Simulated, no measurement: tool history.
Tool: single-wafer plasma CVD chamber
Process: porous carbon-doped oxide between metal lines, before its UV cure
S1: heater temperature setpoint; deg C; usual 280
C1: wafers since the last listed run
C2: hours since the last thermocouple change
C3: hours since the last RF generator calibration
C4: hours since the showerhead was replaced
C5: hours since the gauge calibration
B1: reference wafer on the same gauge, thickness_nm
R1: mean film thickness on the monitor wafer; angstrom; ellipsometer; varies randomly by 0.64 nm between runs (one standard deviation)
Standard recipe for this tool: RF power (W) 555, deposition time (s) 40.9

run 1 hour=0.0 | S1=274 RF_power_(W)=555 deposition_time_(s)=40.9 | C1=0 C2=3140.5 C3=1181.6 C4=6826.6 C5=213.5 | B1=252.912 | R1=2684.97
run 2 hour=15.7 | S1=274 RF_power_(W)=555 deposition_time_(s)=40.9 | C1=281 C2=3156.2 C3=1197.3 C4=6842.3 C5=229.2 | B1=253.088 | R1=2694.18
run 3 hour=25.0 | S1=274 RF_power_(W)=555 deposition_time_(s)=40.9 | C1=166 C2=3165.5 C3=1206.6 C4=6851.6 C5=238.5 | B1=252.960 | R1=2694.51
run 4 hour=40.9 | S1=280 RF_power_(W)=555 deposition_time_(s)=40.9 | C1=285 C2=3181.4 C3=1222.5 C4=6867.5 C5=254.4 | B1=252.980 | R1=2580.41
run 5 hour=50.7 | S1=280 RF_power_(W)=555 deposition_time_(s)=40.9 | C1=175 C2=3191.2 C3=1232.3 C4=6877.3 C5=264.2 | B1=252.819 | R1=2568.19
-- hour=65.0 showerhead replaced
run 6 hour=65.5 | S1=280 RF_power_(W)=555 deposition_time_(s)=40.9 | C1=121 C2=3206.0 C3=1247.1 C4=0.5 C5=279.0 | B1=253.017 | R1=2582.59
-- hour=78.7 thermocouple changed; heater temperature recalibrated
run 7 hour=79.2 | S1=280 RF_power_(W)=555 deposition_time_(s)=40.9 | C1=102 C2=0.5 C3=1260.8 C4=14.2 C5=292.7 | B1=253.036 | R1=2562.95
run 8 hour=81.8 | S1=280 RF_power_(W)=555 deposition_time_(s)=40.9 | C1=46 C2=3.1 C3=1263.4 C4=16.8 C5=295.3 | B1=253.166 | R1=2561.04
run 9 hour=91.0 | S1=280 RF_power_(W)=555 deposition_time_(s)=40.9 | C1=165 C2=12.3 C3=1272.6 C4=26.0 C5=304.5 | B1=253.209 | R1=2573.58
run 10 hour=108.1 | S1=280 RF_power_(W)=555 deposition_time_(s)=37.3 | C1=306 C2=29.4 C3=1289.7 C4=43.1 C5=321.6 | B1=252.927 | R1=2343.35
run 11 hour=123.2 | S1=273 RF_power_(W)=555 deposition_time_(s)=40.9 | C1=270 C2=44.5 C3=1304.8 C4=58.2 C5=336.7 | B1=252.959 | R1=2692.34
run 12 hour=129.9 | S1=273 RF_power_(W)=555 deposition_time_(s)=40.9 | C1=120 C2=51.2 C3=1311.5 C4=64.9 C5=343.4 | B1=253.058 | R1=2690.39
run 13 hour=140.8 | S1=273 RF_power_(W)=555 deposition_time_(s)=40.9 | C1=195 C2=62.1 C3=1322.4 C4=75.8 C5=354.3 | B1=253.130 | R1=2687.02
run 14 hour=152.3 | S1=274 RF_power_(W)=480 deposition_time_(s)=40.9 | C1=206 C2=73.6 C3=1333.9 C4=87.3 C5=365.8 | B1=253.029 | R1=2444.98
run 15 hour=162.3 | S1=280 RF_power_(W)=555 deposition_time_(s)=40.9 | C1=179 C2=83.6 C3=1343.9 C4=97.3 C5=375.8 | B1=252.930 | R1=2555.16
run 16 hour=168.9 | S1=271 RF_power_(W)=555 deposition_time_(s)=34.1 | C1=118 C2=90.2 C3=1350.5 C4=103.9 C5=382.4 | B1=253.136 | R1=2286.26
run 17 hour=215.7 | S1=289 RF_power_(W)=555 deposition_time_(s)=45.6 | C1=839 C2=137.0 C3=1397.3 C4=150.7 C5=429.2 | B1=252.882 | R1=2667.75
run 18 hour=225.6 | S1=280 RF_power_(W)=505 deposition_time_(s)=45.1 | C1=177 C2=146.9 C3=1407.2 C4=160.6 C5=439.1 | B1=252.986 | R1=2646.74
run 19 hour=238.7 | S1=271 RF_power_(W)=510 deposition_time_(s)=34.6 | C1=235 C2=160.0 C3=1420.3 C4=173.7 C5=452.2 | B1=253.073 | R1=2186.22
-- hour=251.4 gauge calibrated
run 20 hour=253.6 | S1=291 RF_power_(W)=555 deposition_time_(s)=43.7 | C1=267 C2=174.9 C3=1435.2 C4=188.6 C5=2.2 | B1=253.003 | R1=2518.49
-- hour=262.6 RF generator calibrated
run 21 hour=263.2 | S1=287 RF_power_(W)=480 deposition_time_(s)=43.7 | C1=28 C2=184.5 C3=0.6 C4=198.2 C5=11.8 | B1=252.961 | R1=2504.20
run 22 hour=280.2 | S1=269 RF_power_(W)=555 deposition_time_(s)=43.6 | C1=304 C2=201.5 C3=17.6 C4=215.2 C5=28.8 | B1=252.869 | R1=3075.07
run 23 hour=295.5 | S1=280 RF_power_(W)=555 deposition_time_(s)=40.9 | C1=274 C2=216.8 C3=32.9 C4=230.5 C5=44.1 | B1=252.737 | R1=2669.09
run 24 hour=312.6 | S1=290 RF_power_(W)=620 deposition_time_(s)=44.5 | C1=306 C2=233.9 C3=50.0 C4=247.6 C5=61.2 | B1=253.196 | R1=2905.76
run 25 hour=327.2 | S1=268 RF_power_(W)=555 deposition_time_(s)=46.0 | C1=261 C2=248.5 C3=64.6 C4=262.2 C5=75.8 | B1=253.070 | R1=3255.11
run 26 hour=337.5 | S1=280 RF_power_(W)=555 deposition_time_(s)=45.0 | C1=184 C2=258.8 C3=74.9 C4=272.5 C5=86.1 | B1=253.144 | R1=2951.05
run 27 hour=353.8 | S1=269 RF_power_(W)=660 deposition_time_(s)=46.7 | C1=292 C2=275.1 C3=91.2 C4=288.8 C5=102.4 | B1=252.948 | R1=3639.29
run 28 hour=370.1 | S1=275 RF_power_(W)=610 deposition_time_(s)=33.7 | C1=292 C2=291.4 C3=107.5 C4=305.1 C5=118.7 | B1=253.126 | R1=2426.95
run 29 hour=378.0 | S1=274 RF_power_(W)=480 deposition_time_(s)=40.9 | C1=141 C2=299.3 C3=115.4 C4=313.0 C5=126.6 | B1=253.185 | R1=2552.39
run 30 hour=386.0 | S1=280 RF_power_(W)=555 deposition_time_(s)=40.9 | C1=143 C2=307.3 C3=123.4 C4=321.0 C5=134.6 | B1=253.180 | R1=2674.91
run 31 hour=398.9 | S1=274 RF_power_(W)=555 deposition_time_(s)=36.8 | C1=231 C2=320.2 C3=136.3 C4=333.9 C5=147.5 | B1=253.001 | R1=2515.56
run 32 hour=412.7 | S1=275 RF_power_(W)=665 deposition_time_(s)=48.0 | C1=247 C2=334.0 C3=150.1 C4=347.7 C5=161.3 | B1=253.153 | R1=3601.07
run 33 hour=419.6 | S1=294 RF_power_(W)=490 deposition_time_(s)=44.9 | C1=123 C2=340.9 C3=157.0 C4=354.6 C5=168.2 | B1=253.111 | R1=2475.99

Some steps in R1 between neighbouring runs. How much of each would the tool show without its hidden state too (settings, what came in, random variation), and how much is left for the hidden state, with any gauge scatter that isn't in both results?
The tool's hidden condition here consists of: wafer temperature above the value expected at the setpoint (K); delivered RF power above the setpoint (%); gauge reads high (%).
Run 16 -> 17: S1 271 -> 289, deposition time (s) 34.1 -> 45.6. R1 +381.49 angstrom: hidden state -27.49, all else +408.98.
Run 18 -> 19: S1 280 -> 271, RF power (W) 505 -> 510, deposition time (s) 45.1 -> 34.6. R1 -460.52 angstrom: hidden state +23.07, all else -483.59.
Run 20 -> 21: S1 291 -> 287, RF power (W) 555 -> 480, RF generator calibrated. R1 -14.29 angstrom: hidden state +134.27, all else -148.56.
Run 27 -> 28: S1 269 -> 275, RF power (W) 660 -> 610, deposition time (s) 46.7 -> 33.7. R1 -1212.34 angstrom: hidden state +2.51, all else -1214.85.
Run 31 -> 32: S1 274 -> 275, RF power (W) 555 -> 665, deposition time (s) 36.8 -> 48.0. R1 +1085.51 angstrom: hidden state -2.82, all else +1088.33.
Run 32 -> 33: S1 275 -> 294, RF power (W) 665 -> 490, deposition time (s) 48.0 -> 44.9. R1 -1125.08 angstrom: hidden state +2.35, all else -1127.43.
